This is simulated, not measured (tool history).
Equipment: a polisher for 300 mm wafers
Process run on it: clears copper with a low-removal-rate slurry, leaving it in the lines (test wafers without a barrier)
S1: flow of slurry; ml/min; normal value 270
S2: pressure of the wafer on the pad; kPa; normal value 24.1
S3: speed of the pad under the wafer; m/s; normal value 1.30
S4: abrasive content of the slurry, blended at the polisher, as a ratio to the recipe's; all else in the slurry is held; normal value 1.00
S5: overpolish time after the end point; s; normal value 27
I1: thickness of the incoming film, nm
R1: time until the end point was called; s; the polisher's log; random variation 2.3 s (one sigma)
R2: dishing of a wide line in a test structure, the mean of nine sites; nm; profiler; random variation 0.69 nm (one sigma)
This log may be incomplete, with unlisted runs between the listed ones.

| run | hour | S1 | S2 | S3 | S4 | S5 | I1 | R1 | R2 |
|---|---|---|---|---|---|---|---|---|---|
| 1 | 0.0 | 205 | 24.1 | 1.30 | 1.00 | 27 | 667.1 | 244.3 | 40.1 |
| 2 | 14.3 | 270 | 17.9 | 1.30 | 1.00 | 27 | 670.4 | 283.3 | 34.8 |
| 3 | 30.3 | 295 | 24.1 | 1.30 | 1.00 | 27 | 682.3 | 233.7 | 42.0 |
|  | 40.7 | worn pad replaced by a new one |
| 4 | 81.1 | 295 | 24.1 | 1.30 | 1.00 | 27 | 682.5 | 218.6 | 43.4 |
| 5 | 87.5 | 270 | 24.1 | 1.30 | 1.00 | 27 | 682.5 | 229.4 | 41.5 |
| 6 | 102.3 | 270 | 24.1 | 0.96 | 1.20 | 27 | 684.1 | 254.0 | 39.4 |
| 7 | 116.8 | 220 | 26.9 | 1.30 | 1.00 | 14 | 675.4 | 221.6 | 26.9 |
| 8 | 129.8 | 270 | 24.1 | 1.30 | 1.00 | 27 | 671.8 | 228.7 | 41.9 |
| 9 | 146.5 | 270 | 24.1 | 1.68 | 1.15 | 27 | 671.8 | 188.4 | 47.4 |
|  | 154.3 | slurry nozzle cleaned |
| 10 | 155.8 | 300 | 26.9 | 1.30 | 0.80 | 27 | 677.3 | 205.0 | 46.4 |
| 11 | 173.3 | 270 | 24.1 | 1.30 | 1.00 | 27 | 678.3 | 208.3 | 44.9 |
|  | 181.1 | head pressure recalibrated |
| 12 | 184.6 | 270 | 24.1 | 1.68 | 1.00 | 22 | 673.1 | 176.9 | 42.6 |
|  | 197.5 | worn pad replaced by a new one |
| 13 | 200.0 | 270 | 24.1 | 1.30 | 1.00 | 27 | 667.2 | 189.6 | 47.8 |
| 14 | 214.8 | 270 | 24.1 | 1.30 | 1.00 | 27 | 667.7 | 197.7 | 45.7 |
| 15 | 232.4 | 270 | 20.0 | 1.68 | 1.20 | 27 | 680.7 | 195.8 | 46.9 |
|  | 234.7 | slurry blender recalibrated |
| 16 | 240.0 | 185 | 24.1 | 1.30 | 1.00 | 27 | 675.9 | 223.6 | 43.1 |
| 17 | 249.1 | 270 | 17.2 | 1.30 | 1.00 | 27 | 678.5 | 272.4 | 37.3 |
| 18 | 263.9 | 315 | 18.6 | 0.92 | 0.80 | 27 | 683.1 | 334.3 | 31.2 |
| 19 | 273.6 | 205 | 24.1 | 1.30 | 1.00 | 43 | 669.8 | 224.1 | 54.5 |
| 20 | 284.5 | 270 | 24.1 | 1.30 | 1.00 | 27 | 673.1 | 218.4 | 42.9 |
| 21 | 292.1 | 310 | 24.1 | 0.94 | 1.20 | 42 | 678.2 | 243.4 | 52.3 |
| 22 | 300.5 | 270 | 24.1 | 1.30 | 1.00 | 27 | 672.1 | 217.6 | 42.4 |
| 23 | 313.2 | 355 | 31.7 | 1.14 | 1.00 | 27 | 670.4 | 186.4 | 48.2 |
| 24 | 322.2 | 270 | 24.1 | 1.30 | 1.00 | 27 | 669.7 | 218.6 | 43.4 |
| 25 | 330.3 | 270 | 24.1 | 1.30 | 1.00 | 27 | 670.1 | 220.8 | 44.0 |
| 26 | 346.1 | 200 | 30.3 | 1.30 | 0.70 | 19 | 684.0 | 234.2 | 33.9 |
| 27 | 356.9 | 270 | 24.1 | 1.30 | 1.00 | 27 | 678.1 | 227.2 | 41.6 |
|  | 371.3 | worn pad replaced by a new one |
| 28 | 371.8 | 270 | 24.1 | 1.30 | 0.85 | 27 | 687.2 | 208.2 | 44.5 |
| 29 | 376.5 | 190 | 24.1 | 1.16 | 1.00 | 27 | 672.0 | 231.6 | 42.4 |

Branching from run 29: 3 alternative next runs. What would each branch give?
| A | 377.0 | 350 | 24.1 | 1.30 | 1.00 | 27 | 678.5 | ? | ? |
| B | 377.0 | 175 | 24.1 | 1.30 | 1.00 | 18 | 678.5 | ? | ? |
| C | 377.0 | 270 | 24.1 | 1.68 | 1.00 | 27 | 678.5 | ? | ? |

| run | R1 | R2 |
|---|---|---|
| A | 197.8 | 47.0 |
| B | 226.1 | 32.6 |
| C | 174.9 | 50.5 |
Had the tool no hidden state, the same runs would have come out as:
| run | R1 | R2 |
|---|---|---|
| A | 184.3 | 49.0 |
| B | 200.9 | 35.6 |
| C | 160.7 | 52.9 |
